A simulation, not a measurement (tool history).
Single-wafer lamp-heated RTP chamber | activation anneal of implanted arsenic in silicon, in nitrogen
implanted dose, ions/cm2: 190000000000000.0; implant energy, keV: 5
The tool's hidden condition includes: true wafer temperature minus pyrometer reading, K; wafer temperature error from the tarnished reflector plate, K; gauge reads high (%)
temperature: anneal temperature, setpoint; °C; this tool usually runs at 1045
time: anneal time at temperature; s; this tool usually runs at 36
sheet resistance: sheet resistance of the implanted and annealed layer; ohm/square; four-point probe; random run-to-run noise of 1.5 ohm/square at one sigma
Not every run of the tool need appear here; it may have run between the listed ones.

run    hour  temperature  time  wafers since the last listed run  wafers since the last pyrometer calibration  wafers since the reflector plate was cleaned  hours since the gauge calibration  read-back reference wafer on the same gauge, sheet resistance  sheet resistance
  1       0         1045    36                                 0                                         5624                                          2364                             1853.4                                                         395.08             431.1
  2    99.4         1045    36                              1274                                         6898                                          3638                             1952.8                                                         394.79            425.66
      239.4  -- gauge calibrated
      303.4  -- pyrometer window cleaned and pyrometer calibrated
  3   323.7         1045    36                              2772                                          260                                          6411                               84.3                                                         395.06            432.24
  4   402.9         1045    36                              1015                                         1275                                          7426                              163.5                                                         395.11            431.12
      447.9  -- reflector plate cleaned
  5   460.5         1045    36                               635                                         1911                                           160                              221.1                                                          394.7            430.58
  6   512.1         1045    36                               661                                         2572                                           822                              272.7                                                         395.25             431.1
  7   600.1         1045    36                              1127                                         3700                                          1950                              360.7                                                         395.19            429.84
  8   671.4         1045    22                               913                                         4614                                          2864                                432                                                         394.68            441.87
  9   724.1         1045    22                               675                                         5290                                          3539                              484.7                                                         395.29            441.73
 10   821.2         1045    36                              1244                                         6534                                          4784                              581.8                                                         394.57            427.48
      912.5  -- pyrometer window cleaned and pyrometer calibrated
 11   927.7         1045    36                              1262                                          195                                          6046                              688.3                                                         394.67            432.66
 12   978.8         1045    36                               654                                          850                                          6701                              739.4                                                         395.13            431.14
 13  1066.7         1062    44                              1126                                         1976                                          7828                              827.3                                                         395.14            415.49
 14  1125.9         1062    44                               758                                         2735                                          8586                              886.5                                                         394.96            411.73
     1228.2  -- reflector plate cleaned
 15  1420.6         1062    44                              3674                                         6410                                          2466                             1181.2                                                         394.74            412.59
 16  1491.9         1045    36                               913                                         7324                                          3380                             1252.5                                                         395.36            425.72
     1545.9  -- pyrometer window cleaned and pyrometer calibrated
 17  1552.7         1035    55                               676                                           86                                          4057                             1313.3                                                         394.44            427.92
 18  1631.2         1045    52                              1006                                         1092                                          5063                             1391.8                                                          395.1            422.64
 19  1729.6         1036    22                              1261                                         2354                                          6324                             1490.2                                                          394.8            451.59
 20  1792.5         1029    20                               806                                         3160                                          7130                             1553.1                                                         394.88             456.6
 21  1876.6         1023    18                              1077                                         4238                                          8208                             1637.2                                                         394.78            461.08
     1944.9  -- reflector plate cleaned
 22  1945.4         1045    36                               779                                         5017                                             6                               1706                                                         394.66            428.91
 23  2164.8         1045    36                              2812                                         7829                                          2818                             1925.4                                                         395.03            427.35
 24  2200.9         1062    18                               462                                         8292                                          3281                             1961.5                                                          395.4            431.76
 25  2268.6         1045    24                               867                                         9160                                          4149                             2029.2                                                         394.82            433.27
     2328.3  -- pyrometer window cleaned and pyrometer calibrated
 26  2328.8         1057    17                               669                                            5                                          4818                             2089.4                                                         395.31            443.38
 27  2382.2         1045    53                               684                                          690                                          5502                             2142.8                                                         395.33            419.65
       2544  -- gauge calibrated
 28  2649.1         1045    36                              3420                                         4111                                          8923                              105.1                                                          395.1             433.4
     2723.3  -- reflector plate cleaned
 29  2915.3         1027    25                              3309                                         7420                                          2460                              371.3                                                         394.87            446.22
 30  2952.7         1045    47                               479                                         7900                                          2940                              408.7                                                         395.09            418.35
 31  2998.1         1045    36                               581                                         8481                                          3522                              454.1                                                         395.01            423.72
 32  3075.8         1030    36                               995                                         9477                                          4518                              531.8                                                         395.31            431.47
     3104.3  -- pyrometer window cleaned and pyrometer calibrated
 33    3149         1045    29                               835                                          572                                          5353                                605                                                         395.27            437.53
 34  3231.5         1029    42                              1057                                         1630                                          6411                              687.5                                                         394.91            437.12
 35  3281.1         1045    36                               635                                         2265                                          7047                              737.1                                                         394.73             428.1

Below are 5 alternative next runs, each starting from the tool's condition after run 35. Predict each:
  A  3281.5         1045    36                                 5                                         2271                                          7052                              737.5                                                              ?                 ?
  B  3281.5         1019    36                                 5                                         2271                                          7052                              737.5                                                              ?                 ?
  C  3281.5         1045    26                                 5                                         2271                                          7052                              737.5                                                              ?                 ?
  D  3281.5         1033    28                                 5                                         2271                                          7052                              737.5                                                              ?                 ?
  E  3281.5         1019    44                                 5                                         2271                                          7052                              737.5                                                              ?                 ?

run  read-back reference wafer on the same gauge, sheet resistance  sheet resistance
  A                                                         394.97            432.28
  B                                                         394.97            447.68
  C                                                         394.97            440.76
  D                                                         394.97            445.81
  E                                                         394.97            442.75
Had the tool no hidden state, the same runs would have come out as:
run  sheet resistance
  A            432.88
  B            448.24
  C            441.33
  D            446.36
  E            443.34
